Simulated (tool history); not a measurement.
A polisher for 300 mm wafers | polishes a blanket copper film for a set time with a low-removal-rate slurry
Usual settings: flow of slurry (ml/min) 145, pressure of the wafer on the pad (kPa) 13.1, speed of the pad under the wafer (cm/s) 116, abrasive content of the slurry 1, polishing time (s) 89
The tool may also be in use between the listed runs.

run    hour  flow of slurry (ml/min)  pressure of the wafer on the pad (kPa)  speed of the pad under the wafer (cm/s)  abrasive content of the slurry  polishing time (s)  incoming thickness of the incoming film, nm  film removed (angstrom)
  1       0                      145                                    13.1                                      102                               1                  89                                        886.9                     2217
  2    43.6                      145                                    13.1                                      102                               1                  89                                        877.7                     2156
  3      73                      165                                    13.1                                      116                               1                  89                                        875.6                     2519
  4   104.2                      165                                    13.1                                      116                               1                  89                                        873.8                     2491
      127.6  -- head pressure recalibrated
  5   160.4                      165                                    13.1                                      116                               1                  89                                        888.1                     2337
  6   192.8                      145                                    13.1                                      116                               1                  89                                        883.4                     2265
  7   263.8                      145                                    13.1                                      116                               1                  89                                        876.5                     2303
  8   310.1                      145                                    13.1                                      116                               1                  89                                        876.6                     2227
      326.5  -- slurry blender recalibrated
      339.6  -- slurry nozzle cleaned
  9   366.2                      120                                    13.1                                      116                            1.25                  89                                        885.4                     2415
        380  -- worn pad replaced by a new one
 10   436.1                      145                                    13.1                                      116                               1                  89                                        880.2                     2370
 11     505                       95                                    17.2                                      104                             1.2                  89                                        883.5                     2828
 12   562.1                      105                                     9.7                                      116                            0.85                  89                                        870.1                     1517
 13   596.4                      145                                    13.1                                      116                               1                  89                                        873.4                     2360
 14   633.3                      145                                      11                                      116                               1                  89                                        890.7                     1974
 15   695.5                      145                                    13.1                                      116                               1                  89                                        885.5                     2348
 16   721.7                      145                                    17.9                                      116                            0.85                  89                                          874                     2978
 17     765                      110                                    13.1                                      116                            1.25                  67                                        875.4                     1872
      782.1  -- worn pad replaced by a new one
 18   822.2                      145                                    13.1                                      116                               1                  89                                        891.2                     2350
 19   863.6                      145                                    13.1                                      116                               1                  89                                        886.7                     2365
      872.5  -- slurry blender recalibrated
 20   923.9                      145                                       9                                      116                               1                  89                                        875.9                     1603
 21     987                      125                                    17.9                                      116                               1                  68                                        889.2                     2434
 22  1042.6                      130                                    13.1                                      116                               1                  89                                        879.1                     2377
 23  1103.6                      175                                    13.1                                      130                               1                  89                                        889.7                     2832
 24  1129.9                      105                                    13.1                                      116                               1                 106                                        861.3                     2744
     1179.7  -- slurry nozzle cleaned
 25  1181.6                      100                                    13.1                                      116                               1                  89                                        879.8                     2330
     1205.7  -- worn pad replaced by a new one
 26  1233.7                      125                                    13.1                                      116                               1                  89                                        870.8                     2446
 27    1304                      145                                    13.1                                      116                             1.3                  89                                        869.8                     2691
 28  1345.3                      145                                    13.1                                      116                               1                  99                                        882.4                     2759
     1371.1  -- slurry blender recalibrated
 29  1394.7                      145                                    13.1                                      116                            1.15                 113                                        882.5                     3283
 30  1432.3                      145                                    13.1                                      116                               1                 108                                        878.9                     2999

Hidden state or all else? Some run-to-run changes of film removed (angstrom), split into what the settings, what came in and random variation would give without the hidden state, and what is left for the hidden state (with any gauge scatter that isn't in both results):
The hidden state here: removal rate lost through wear of the pad, %; slurry flow missing at the pad, %; deviation of the head's pressure from its setpoint, %; abrasive missing from the slurry, %.
Run 4 -> 5: head pressure recalibrated. film removed (angstrom) -154: hidden state -209, all else +55.
Run 11 -> 12: flow of slurry (ml/min) 95 -> 105, pressure of the wafer on the pad (kPa) 17.2 -> 9.7, speed of the pad under the wafer (cm/s) 104 -> 116, abrasive content of the slurry 1.2 -> 0.85. film removed (angstrom) -1311: hidden state -35, all else -1276.
Run 12 -> 13: flow of slurry (ml/min) 105 -> 145, pressure of the wafer on the pad (kPa) 9.7 -> 13.1, abrasive content of the slurry 0.85 -> 1. film removed (angstrom) +843: hidden state +37, all else +806.
Run 16 -> 17: flow of slurry (ml/min) 145 -> 110, pressure of the wafer on the pad (kPa) 17.9 -> 13.1, abrasive content of the slurry 0.85 -> 1.25, polishing time (s) 89 -> 67. film removed (angstrom) -1106: hidden state -47, all else -1059.
Run 20 -> 21: flow of slurry (ml/min) 145 -> 125, pressure of the wafer on the pad (kPa) 9 -> 17.9, polishing time (s) 89 -> 68. film removed (angstrom) +831: hidden state +65, all else +766.
Run 28 -> 29: abrasive content of the slurry 1 -> 1.15, polishing time (s) 99 -> 113, slurry blender recalibrated. film removed (angstrom) +524: hidden state +61, all else +463.

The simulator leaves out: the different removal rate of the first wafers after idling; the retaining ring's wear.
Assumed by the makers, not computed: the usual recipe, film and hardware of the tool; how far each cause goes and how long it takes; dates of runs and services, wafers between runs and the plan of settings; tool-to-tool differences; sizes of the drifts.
